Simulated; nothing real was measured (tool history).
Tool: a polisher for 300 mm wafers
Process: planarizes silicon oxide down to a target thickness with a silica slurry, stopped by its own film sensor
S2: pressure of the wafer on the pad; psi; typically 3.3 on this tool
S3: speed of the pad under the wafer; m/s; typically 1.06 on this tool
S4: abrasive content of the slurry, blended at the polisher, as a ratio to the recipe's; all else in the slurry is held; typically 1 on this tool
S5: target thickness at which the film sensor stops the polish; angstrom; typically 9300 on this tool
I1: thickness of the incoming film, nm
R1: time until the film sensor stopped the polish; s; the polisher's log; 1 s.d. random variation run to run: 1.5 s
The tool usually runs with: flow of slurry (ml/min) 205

Run 1, hour 0: usual settings but S4 0.8; I1 1220.4. Result: R1 142.5 s.
At hour 7.6: worn pad replaced by a new one.
At hour 35.9: slurry blender recalibrated.
At hour 51.5: conditioning disc replaced and pad reconditioned.
Run 2, hour 83.6: usual settings but S4 0.8; I1 1229.4. Result: R1 130.6 s.
Run 3, hour 131.7: usual settings; I1 1228. Result: R1 126.8 s.
Run 4, hour 207.1: usual settings; I1 1232.5. Result: R1 129.4 s.
Run 5, hour 243.7: usual settings; I1 1240.1. Result: R1 133 s.
At hour 312.9: worn pad replaced by a new one.
At hour 335.5: slurry blender recalibrated.
At hour 342: slurry nozzle cleaned.
Run 6, hour 406.3: usual settings but S4 1.1; I1 1222.9. Result: R1 129.7 s.
Run 7, hour 445.4: usual settings but S4 1.1; I1 1224. Result: R1 132.6 s.
Run 8, hour 520.9: usual settings; I1 1231. Result: R1 142.9 s.
Run 9, hour 591.5: usual settings but flow of slurry (ml/min) 190; I1 1227.3. Result: R1 141.6 s.
At hour 616.6: conditioning disc replaced and pad reconditioned.
Run 10, hour 670.1: usual settings but S2 2.9 psi; I1 1231.4. Result: R1 139.1 s.
At hour 678.6: worn pad replaced by a new one.
At hour 691: slurry blender recalibrated.
Run 11, hour 749.6: usual settings but S2 2.9 psi; I1 1230.6. Result: R1 146.9 s.
Run 12, hour 848.8: usual settings but S2 2.2 psi, S5 9680 angstrom; I1 1243.1. Result: R1 175.5 s.
At hour 946.4: head pressure recalibrated.
At hour 1014.2: worn pad replaced by a new one.
Run 13, hour 1025: usual settings but S5 10200 angstrom; I1 1238.9. Result: R1 102.1 s.
At hour 1049.6: slurry blender recalibrated.
At hour 1063.4: conditioning disc replaced and pad reconditioned.
Run 14, hour 1125.6: usual settings but S3 1.32 m/s, S5 10090 angstrom; I1 1234.8. Result: R1 80.9 s.
At hour 1165.5: slurry nozzle cleaned.
Run 15, hour 1205.3: usual settings but S2 3.8 psi, S4 0.75; I1 1233. Result: R1 127.2 s.
Run 16, hour 1253: usual settings; I1 1227. Result: R1 129.9 s.
Run 17, hour 1313.7: usual settings but S2 4 psi, S4 0.9, S5 8290 angstrom; I1 1216.4. Result: R1 150.9 s.
At hour 1386.9: worn pad replaced by a new one.
Run 18, hour 1393.1: usual settings; I1 1204.4. Result: R1 125.6 s.
At hour 1417.3: slurry blender recalibrated.
Run 19, hour 1499.6: usual settings but flow of slurry (ml/min) 145, S3 0.74 m/s, S4 1.25; I1 1237.8. Result: R1 177.5 s.
At hour 1514.5: conditioning disc replaced and pad reconditioned.
Run 20, hour 1581.6: usual settings but S3 1.42 m/s, S5 10240 angstrom; I1 1218.5. Result: R1 65.1 s.
Run 21, hour 1648.9: usual settings but S2 3.9 psi; I1 1205.5. Result: R1 99.8 s.
Run 22, hour 1703.1: usual settings but S2 2.3 psi, S3 0.74 m/s, S4 0.85; I1 1205.9. Result: R1 218.6 s.

4 ways to go on from here, each from the tool as it stands after run 22. What would each give?
Run A, hour 1703.6: usual settings; I1 1230.1. Result: R1 ?.
Run B, hour 1703.6: usual settings but S2 2.2 psi, S3 0.7 m/s, S4 0.8; I1 1230.1. Result: R1 ?.
Run C, hour 1703.6: usual settings but flow of slurry (ml/min) 255; I1 1230.1. Result: R1 ?.
Run D, hour 1703.6: usual settings but S2 2.6 psi, S4 1.25, S5 8260 angstrom; I1 1230.1. Result: R1 ?.

run     R1
  A  130.3
  B  259.9
  C  127.1
  D  204.5
With the hidden condition removed and each run's random variation left untouched, the same runs would have given:
run     R1
  A  121.3
  B  250.1
  C  118.3
  D  192.8

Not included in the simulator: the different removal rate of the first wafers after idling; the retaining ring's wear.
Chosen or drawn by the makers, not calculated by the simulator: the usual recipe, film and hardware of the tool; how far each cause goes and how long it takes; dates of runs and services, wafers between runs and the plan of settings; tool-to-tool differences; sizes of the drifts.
